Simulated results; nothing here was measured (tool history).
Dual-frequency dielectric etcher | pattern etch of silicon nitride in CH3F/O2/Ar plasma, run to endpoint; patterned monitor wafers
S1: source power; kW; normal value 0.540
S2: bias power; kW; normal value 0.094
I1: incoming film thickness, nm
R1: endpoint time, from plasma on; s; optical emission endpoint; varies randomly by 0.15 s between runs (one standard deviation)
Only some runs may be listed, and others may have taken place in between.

run   hour     S1     S2     I1    R1
  1    0.0  0.540  0.083  35.79  45.6
  2    7.4  0.540  0.083  36.05  46.0
  3   20.5  0.650  0.103  35.14  35.9
  4   38.4  0.620  0.094  35.88  39.6
  5   54.4  0.540  0.101  35.48  40.8
  6   62.7  0.540  0.105  36.06  40.4
  7   74.9  0.540  0.094  35.68  42.5
  8   81.8  0.540  0.094  35.71  42.4
  9   94.1  0.540  0.094  35.62  42.2
     101.7  -- bias power generator calibrated
 10  119.9  0.540  0.094  35.95  42.4
 11  137.2  0.540  0.094  35.58  42.0
     163.9  -- source power generator calibrated
     170.1  -- upper electrode replaced
     174.3  -- wet clean of the chamber
 12  174.8  0.540  0.094  36.02  43.8
 13  175.2  0.540  0.083  35.97  46.6
 14  175.5  0.670  0.079  35.57  42.1
 15  178.7  0.630  0.110  35.89  36.7

Forecast run 16:
 16  191.5  0.630  0.116  35.64   ?

{"run 16": {"R1": 35.6}}
Had the tool carried no hidden state, the very same run would have given R1 35.7 s.

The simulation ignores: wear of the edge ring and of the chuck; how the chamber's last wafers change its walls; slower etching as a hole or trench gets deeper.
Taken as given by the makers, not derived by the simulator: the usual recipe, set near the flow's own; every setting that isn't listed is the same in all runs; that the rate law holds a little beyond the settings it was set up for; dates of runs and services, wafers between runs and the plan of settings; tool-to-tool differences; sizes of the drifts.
